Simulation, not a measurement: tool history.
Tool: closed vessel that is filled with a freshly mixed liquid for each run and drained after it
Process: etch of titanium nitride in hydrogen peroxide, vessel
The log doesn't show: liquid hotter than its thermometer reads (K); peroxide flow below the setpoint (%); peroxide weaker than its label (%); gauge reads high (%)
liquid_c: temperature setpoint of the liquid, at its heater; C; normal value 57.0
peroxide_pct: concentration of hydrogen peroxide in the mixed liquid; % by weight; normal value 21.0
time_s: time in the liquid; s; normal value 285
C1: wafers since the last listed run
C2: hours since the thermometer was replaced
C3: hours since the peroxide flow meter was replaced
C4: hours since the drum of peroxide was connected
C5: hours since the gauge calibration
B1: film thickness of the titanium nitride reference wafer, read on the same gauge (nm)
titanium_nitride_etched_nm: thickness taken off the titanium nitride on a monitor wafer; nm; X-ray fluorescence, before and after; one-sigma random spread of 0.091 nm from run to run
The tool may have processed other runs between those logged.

{"run": 1, "hour": 0.0, "liquid_c": 57.0, "peroxide_pct": 21.0, "time_s": 285, "C1": 0, "C2": 2712.2, "C3": 1588.6, "C4": 1215.2, "C5": 20.0, "B1": 100.0, "titanium_nitride_etched_nm": 12.06}
{"run": 2, "hour": 7.0, "liquid_c": 57.0, "peroxide_pct": 21.0, "time_s": 285, "C1": 678, "C2": 2719.2, "C3": 1595.6, "C4": 1222.2, "C5": 27.0, "B1": 100.0, "titanium_nitride_etched_nm": 11.7}
{"run": 3, "hour": 14.6, "liquid_c": 57.0, "peroxide_pct": 21.0, "time_s": 285, "C1": 737, "C2": 2726.8, "C3": 1603.2, "C4": 1229.8, "C5": 34.6, "B1": 100.02, "titanium_nitride_etched_nm": 11.89}
{"run": 4, "hour": 29.9, "liquid_c": 57.0, "peroxide_pct": 21.0, "time_s": 285, "C1": 1483, "C2": 2742.1, "C3": 1618.5, "C4": 1245.1, "C5": 49.9, "B1": 99.98, "titanium_nitride_etched_nm": 12.12}
{"run": 5, "hour": 46.2, "liquid_c": 51.5, "peroxide_pct": 19.0, "time_s": 285, "C1": 1580, "C2": 2758.4, "C3": 1634.8, "C4": 1261.4, "C5": 66.2, "B1": 100.0, "titanium_nitride_etched_nm": 7.94}
{"run": 6, "hour": 53.3, "liquid_c": 51.5, "peroxide_pct": 19.0, "time_s": 285, "C1": 688, "C2": 2765.5, "C3": 1641.9, "C4": 1268.5, "C5": 73.3, "B1": 100.01, "titanium_nitride_etched_nm": 7.84}
{"run": 7, "hour": 62.5, "liquid_c": 51.5, "peroxide_pct": 19.0, "time_s": 285, "C1": 892, "C2": 2774.7, "C3": 1651.1, "C4": 1277.7, "C5": 82.5, "B1": 99.99, "titanium_nitride_etched_nm": 8.01}
{"hour": 70.4, "done": "peroxide flow meter replaced"}
{"run": 8, "hour": 78.0, "liquid_c": 57.0, "peroxide_pct": 21.0, "time_s": 285, "C1": 1406, "C2": 2790.2, "C3": 7.6, "C4": 1293.2, "C5": 98.0, "B1": 100.02, "titanium_nitride_etched_nm": 11.99}
{"hour": 83.6, "done": "gauge calibrated"}
{"run": 9, "hour": 94.5, "liquid_c": 57.0, "peroxide_pct": 15.0, "time_s": 140, "C1": 1600, "C2": 2806.7, "C3": 24.1, "C4": 1309.7, "C5": 10.9, "B1": 100.02, "titanium_nitride_etched_nm": 5.4}
{"hour": 105.2, "done": "thermometer replaced"}
{"run": 10, "hour": 109.6, "liquid_c": 57.0, "peroxide_pct": 21.0, "time_s": 285, "C1": 1367, "C2": 4.4, "C3": 39.2, "C4": 1324.8, "C5": 26.0, "B1": 99.99, "titanium_nitride_etched_nm": 12.05}
{"run": 11, "hour": 120.9, "liquid_c": 57.0, "peroxide_pct": 18.5, "time_s": 285, "C1": 1095, "C2": 15.7, "C3": 50.5, "C4": 1336.1, "C5": 37.3, "B1": 100.02, "titanium_nitride_etched_nm": 11.46}
{"hour": 124.9, "done": "new drum of peroxide connected"}
{"run": 12, "hour": 129.9, "liquid_c": 57.0, "peroxide_pct": 21.0, "time_s": 285, "C1": 775, "C2": 24.7, "C3": 59.5, "C4": 5.0, "C5": 46.3, "B1": 100.0, "titanium_nitride_etched_nm": 12.01}
{"run": 13, "hour": 142.7, "liquid_c": 57.0, "peroxide_pct": 16.0, "time_s": 285, "C1": 1241, "C2": 37.5, "C3": 72.3, "C4": 17.8, "C5": 59.1, "B1": 100.02, "titanium_nitride_etched_nm": 11.23}
{"run": 14, "hour": 158.7, "liquid_c": 62.5, "peroxide_pct": 16.5, "time_s": 135, "C1": 1551, "C2": 53.5, "C3": 88.3, "C4": 33.8, "C5": 75.1, "B1": 100.0, "titanium_nitride_etched_nm": 7.87}
{"run": 15, "hour": 168.5, "liquid_c": 51.5, "peroxide_pct": 17.0, "time_s": 415, "C1": 950, "C2": 63.3, "C3": 98.1, "C4": 43.6, "C5": 84.9, "B1": 100.01, "titanium_nitride_etched_nm": 11.31}
{"run": 16, "hour": 179.1, "liquid_c": 57.0, "peroxide_pct": 27.5, "time_s": 365, "C1": 1028, "C2": 73.9, "C3": 108.7, "C4": 54.2, "C5": 95.5, "B1": 100.0, "titanium_nitride_etched_nm": 16.16}
{"run": 17, "hour": 192.1, "liquid_c": 47.5, "peroxide_pct": 21.0, "time_s": 330, "C1": 1260, "C2": 86.9, "C3": 121.7, "C4": 67.2, "C5": 108.5, "B1": 100.03, "titanium_nitride_etched_nm": 7.0}

What was the tool's hidden state at every run in the log?
liquid hotter than its thermometer reads (K): 0, the same for each run
peroxide flow below the setpoint (%): 0, the same for each run
peroxide weaker than its label (%): 0, the same for each run
gauge reads high (%): 0, the same for each run
